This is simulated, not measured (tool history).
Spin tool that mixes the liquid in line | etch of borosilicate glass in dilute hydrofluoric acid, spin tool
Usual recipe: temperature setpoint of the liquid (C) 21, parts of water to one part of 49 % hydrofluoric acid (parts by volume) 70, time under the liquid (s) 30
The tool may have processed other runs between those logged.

run	hour	temperature setpoint of the liquid (C)	parts of water to one part of 49 % hydrofluoric acid (parts by volume)	time under the liquid (s)	wafers since the last listed run	hours since the thermometer was replaced	hours since the hydrofluoric acid flow meter was replaced	hours since the gauge calibration	read-back film thickness of the borosilicate glass reference wafer, read on the same gauge (nm)	thickness taken off the borosilicate glass on a monitor wafer (angstrom)
1	0	18	70	30	0	498.4	861.6	397.8	39.99	133
2	32.9	18	70	30	547	531.3	894.5	430.7	39.97	137
3	54.6	18	70	30	361	553	916.2	452.4	39.99	135.5
4	86.2	21	70	30	526	584.6	947.8	484	39.98	156
5	107.4	21	70	30	353	605.8	969	505.2	39.93	154.4
6	120.5	17.5	70	30	218	618.9	982.1	518.3	39.98	134.8
7	153.4	17.5	70	30	547	651.8	1015	551.2	40	134.2
8	172.7	23.5	70	30	321	671.1	1034.3	570.5	40	174.3
9	194.4	23.5	70	30	361	692.8	1056	592.2	40.03	170.4
10	210.3	21	90	30	264	708.7	1071.9	608.1	39.93	117.7
11	279.8	21	90	30	1157	778.2	1141.4	677.6	39.99	121.2
12	307.9	21	90	30	468	806.3	1169.5	705.7	39.99	118.1
# hour 320.8: hydrofluoric acid flow meter replaced
# hour 322.7: gauge calibrated
13	325.3	21	50	45	273	823.7	4.5	2.6	39.99	343.8
14	350.5	26	105	50	419	848.9	29.7	27.8	40.03	204.3
15	363.9	25.5	70	20	223	862.3	43.1	41.2	40.01	128.2
16	383.7	21	70	30	329	882.1	62.9	61	39.99	160.5
17	418.1	18	70	30	572	916.5	97.3	95.4	39.98	142.1
18	433.2	17	95	15	251	931.6	112.4	110.5	39.99	48.9
19	454.2	18	70	30	349	952.6	133.4	131.5	39.99	142.6
# hour 490: thermometer replaced
20	490.5	26	70	45	587	0.5	169.7	167.8	40.05	264.4
21	518.9	21	70	15	473	28.9	198.1	196.2	39.96	73.3
22	574	19	80	20	917	84	253.2	251.3	39.99	77.5
23	598.6	17	95	15	409	108.6	277.8	275.9	40.03	44.6
24	631.8	19	70	40	552	141.8	311	309.1	39.96	181.3
25	645.2	24	100	45	223	155.2	324.4	322.5	40.02	167.1

Below are 4 alternative next runs, each starting from the tool's condition after run 25. Predict each:
A	645.6	21	70	30	6	155.6	324.8	322.9	?	?
B	645.6	18.5	70	30	6	155.6	324.8	322.9	?	?
C	645.6	21	100	30	6	155.6	324.8	322.9	?	?
D	645.6	17	70	30	6	155.6	324.8	322.9	?	?

run	read-back film thickness of the borosilicate glass reference wafer, read on the same gauge (nm)	thickness taken off the borosilicate glass on a monitor wafer (angstrom)
A	40	148.8
B	40	134
C	40	100.5
D	40	125.7
With no hidden state in the tool, these same runs would have given:
run	thickness taken off the borosilicate glass on a monitor wafer (angstrom)
A	145.9
B	131.4
C	98.6
D	123.2

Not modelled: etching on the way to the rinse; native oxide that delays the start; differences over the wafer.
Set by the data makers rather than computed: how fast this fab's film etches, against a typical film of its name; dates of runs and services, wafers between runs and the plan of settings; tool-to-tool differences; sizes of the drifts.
